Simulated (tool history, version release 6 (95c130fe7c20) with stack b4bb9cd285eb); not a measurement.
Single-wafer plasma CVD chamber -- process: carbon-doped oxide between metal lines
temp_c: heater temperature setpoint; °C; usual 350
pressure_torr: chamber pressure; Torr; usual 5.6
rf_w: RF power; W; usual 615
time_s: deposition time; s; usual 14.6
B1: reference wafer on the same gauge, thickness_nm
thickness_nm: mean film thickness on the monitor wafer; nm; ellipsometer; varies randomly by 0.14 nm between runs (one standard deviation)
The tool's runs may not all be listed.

{"run": 1, "day": 0.0, "temp_c": 350, "pressure_torr": 5.6, "rf_w": 615, "time_s": 14.6, "B1": 79.386, "thickness_nm": 85.783}
{"run": 2, "day": 1.062, "temp_c": 350, "pressure_torr": 6.01, "rf_w": 615, "time_s": 14.6, "B1": 79.408, "thickness_nm": 86.16}
{"run": 3, "day": 1.879, "temp_c": 350, "pressure_torr": 6.01, "rf_w": 615, "time_s": 14.6, "B1": 79.398, "thickness_nm": 86.064}
{"run": 4, "day": 2.796, "temp_c": 350, "pressure_torr": 5.6, "rf_w": 615, "time_s": 14.6, "B1": 79.368, "thickness_nm": 85.439}
{"run": 5, "day": 4.179, "temp_c": 350, "pressure_torr": 5.6, "rf_w": 615, "time_s": 14.6, "B1": 79.406, "thickness_nm": 85.164}
{"run": 6, "day": 6.0, "temp_c": 350, "pressure_torr": 5.6, "rf_w": 615, "time_s": 14.6, "B1": 79.415, "thickness_nm": 90.104}
{"run": 7, "day": 6.558, "temp_c": 346, "pressure_torr": 5.6, "rf_w": 615, "time_s": 16.1, "B1": 79.397, "thickness_nm": 100.248}
{"run": 8, "day": 7.408, "temp_c": 350, "pressure_torr": 5.6, "rf_w": 615, "time_s": 14.6, "B1": 79.431, "thickness_nm": 90.182}
{"run": 9, "day": 9.712, "temp_c": 350, "pressure_torr": 5.6, "rf_w": 615, "time_s": 14.6, "B1": 79.413, "thickness_nm": 90.117}
{"run": 10, "day": 10.892, "temp_c": 362, "pressure_torr": 5.6, "rf_w": 565, "time_s": 17.3, "B1": 79.43, "thickness_nm": 98.158}
{"run": 11, "day": 11.35, "temp_c": 350, "pressure_torr": 5.6, "rf_w": 615, "time_s": 14.6, "B1": 79.405, "thickness_nm": 89.983}
{"run": 12, "day": 12.467, "temp_c": 344, "pressure_torr": 5.6, "rf_w": 615, "time_s": 14.6, "B1": 79.41, "thickness_nm": 91.431}
{"run": 13, "day": 13.2, "temp_c": 336, "pressure_torr": 6.94, "rf_w": 555, "time_s": 12, "B1": 79.385, "thickness_nm": 73.974}
{"run": 14, "day": 14.238, "temp_c": 350, "pressure_torr": 5.6, "rf_w": 615, "time_s": 14.6, "B1": 79.397, "thickness_nm": 89.853}
{"run": 15, "day": 15.488, "temp_c": 350, "pressure_torr": 6.42, "rf_w": 615, "time_s": 14.6, "B1": 79.4, "thickness_nm": 91.467}
{"run": 16, "day": 16.954, "temp_c": 354, "pressure_torr": 5.6, "rf_w": 615, "time_s": 11.9, "B1": 79.422, "thickness_nm": 72.764}
{"run": 17, "day": 17.821, "temp_c": 342, "pressure_torr": 5.6, "rf_w": 615, "time_s": 14.6, "B1": 79.402, "thickness_nm": 91.927}
{"run": 18, "day": 18.512, "temp_c": 361, "pressure_torr": 4.67, "rf_w": 570, "time_s": 14.6, "B1": 79.398, "thickness_nm": 81.057}

Missing from the log above: 5 entries noted between runs. For each, name the pair of listed runs it sits between and say how the tool's hidden condition differs from the listed run just before to the listed run just after:
From run 5 to run 6: capacitance manometer re-zeroed and calibrated (day 5.817); RF generator calibrated (day 5.979)
  delivered RF power above the setpoint (%): -8.6 -> -0.242
  the result without the hidden state subtracted from the measured one, thickness_nm: -4.899 -> -0.136 nm
From run 7 to run 8: gauge calibrated (day 6.933)
  delivered RF power above the setpoint (%): -0.242 -> -0.244
  the result without the hidden state subtracted from the measured one, thickness_nm: -0.151 -> -0.137 nm
From run 9 to run 10: showerhead replaced (day 10.662); thermocouple changed; heater temperature recalibrated (day 10.871)
  delivered RF power above the setpoint (%): -0.258 -> -0.27
  the result without the hidden state subtracted from the measured one, thickness_nm: -0.145 -> -0.165 nm
